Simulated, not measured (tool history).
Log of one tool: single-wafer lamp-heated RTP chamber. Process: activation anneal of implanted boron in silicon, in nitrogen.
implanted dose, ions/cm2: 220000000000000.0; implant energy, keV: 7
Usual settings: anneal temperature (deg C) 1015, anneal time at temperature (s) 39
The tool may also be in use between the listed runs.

| run | day | anneal temperature (deg C) | anneal time at temperature (s) | wafers since the last listed run | wafers since the last pyrometer calibration | wafers since the reflector plate was cleaned | hours since the gauge calibration | read-back reference wafer on the same gauge, sheet resistance | sheet resistance of the implanted and annealed layer (ohm/square) |
|---|---|---|---|---|---|---|---|---|---|
| 1 | 0 | 1033 | 28 | 0 | 1190 | 3217 | 739.6 | 414.02 | 490.52 |
| 2 | 8.104 | 1033 | 28 | 1737 | 2927 | 4954 | 934.1 | 413.92 | 490.97 |
| 3 | 9.762 | 1015 | 50 | 355 | 3283 | 5309 | 973.9 | 413.85 | 489.91 |
|  | 10.767 | reflector plate cleaned |
|  | 12.008 | pyrometer window cleaned and pyrometer calibrated |
| 4 | 12.142 | 1015 | 50 | 367 | 28 | 223 | 1031 | 413.95 | 489.17 |
| 5 | 15.092 | 1015 | 50 | 632 | 660 | 855 | 1101.8 | 414.03 | 490.29 |
| 6 | 18.05 | 1001 | 39 | 634 | 1295 | 1489 | 1172.8 | 413.76 | 495.78 |
| 7 | 19.183 | 1026 | 39 | 242 | 1538 | 1732 | 1200 | 413.99 | 490.87 |
| 8 | 20.892 | 1026 | 39 | 366 | 1904 | 2098 | 1241 | 414.09 | 489.4 |
| 9 | 23.292 | 1015 | 39 | 514 | 2418 | 2613 | 1298.6 | 414.22 | 490.17 |
| 10 | 24.804 | 1015 | 39 | 324 | 2743 | 2937 | 1334.9 | 413.94 | 491.17 |
| 11 | 27.371 | 1015 | 39 | 550 | 3293 | 3487 | 1396.5 | 413.93 | 490.89 |
|  | 29.95 | pyrometer window cleaned and pyrometer calibrated |
| 12 | 35.025 | 996 | 39 | 1569 | 1088 | 5057 | 1580.2 | 414.16 | 496.87 |
| 13 | 36.896 | 996 | 39 | 401 | 1489 | 5458 | 1625.1 | 414.08 | 495.92 |
|  | 38.721 | reflector plate cleaned |
| 14 | 38.742 | 995 | 54 | 324 | 1813 | 4 | 1669.4 | 413.96 | 492.64 |
| 15 | 40.388 | 1015 | 27 | 352 | 2166 | 356 | 1708.9 | 413.81 | 495.37 |
| 16 | 42.617 | 1015 | 52 | 477 | 2644 | 834 | 1762.4 | 414.12 | 490.12 |
| 17 | 44.379 | 992 | 46 | 377 | 3021 | 1212 | 1804.7 | 414.16 | 495.43 |
| 18 | 46.621 | 1030 | 60 | 480 | 3502 | 1693 | 1858.5 | 413.97 | 482.55 |
|  | 47.562 | pyrometer window cleaned and pyrometer calibrated |
| 19 | 49.171 | 1015 | 39 | 475 | 344 | 2168 | 1919.7 | 414.28 | 490.95 |
|  | 49.358 | gauge calibrated |
| 20 | 50.379 | 1026 | 61 | 259 | 603 | 2427 | 24.5 | 413.92 | 483.93 |
| 21 | 51.912 | 1015 | 39 | 328 | 932 | 2756 | 61.3 | 413.88 | 491.22 |
| 22 | 52.958 | 1025 | 17 | 224 | 1156 | 2980 | 86.4 | 413.99 | 494.58 |
| 23 | 55.304 | 1015 | 57 | 502 | 1659 | 3483 | 142.7 | 413.98 | 488.63 |
| 24 | 57.054 | 1044 | 46 | 375 | 2034 | 3858 | 184.7 | 414.11 | 484.11 |
| 25 | 59.329 | 1044 | 48 | 487 | 2522 | 4345 | 239.3 | 414.13 | 485.34 |
| 26 | 61.271 | 993 | 39 | 416 | 2938 | 4762 | 285.9 | 414.01 | 496.07 |
|  | 62.321 | reflector plate cleaned |
| 27 | 63.233 | 1015 | 39 | 349 | 3288 | 195 | 333 | 414.08 | 491.33 |
|  | 64.042 | pyrometer window cleaned and pyrometer calibrated |
| 28 | 67.738 | 1015 | 39 | 894 | 791 | 1089 | 441.1 | 414.04 | 489.9 |

3 ways to go on from here, each from the tool as it stands after run 28. What would each give?
| A | 67.754 | 1007 | 39 | 3 | 795 | 1093 | 441.5 | ? | ? |
| B | 67.754 | 1027 | 62 | 3 | 795 | 1093 | 441.5 | ? | ? |
| C | 67.754 | 1015 | 20 | 3 | 795 | 1093 | 441.5 | ? | ? |

| run | read-back reference wafer on the same gauge, sheet resistance | sheet resistance of the implanted and annealed layer (ohm/square) |
|---|---|---|
| A | 414 | 494.08 |
| B | 414 | 485.37 |
| C | 414 | 496.69 |
Without the tool's hidden state the same runs would have given:
| run | sheet resistance of the implanted and annealed layer (ohm/square) |
|---|---|
| A | 494.08 |
| B | 485.37 |
| C | 496.69 |
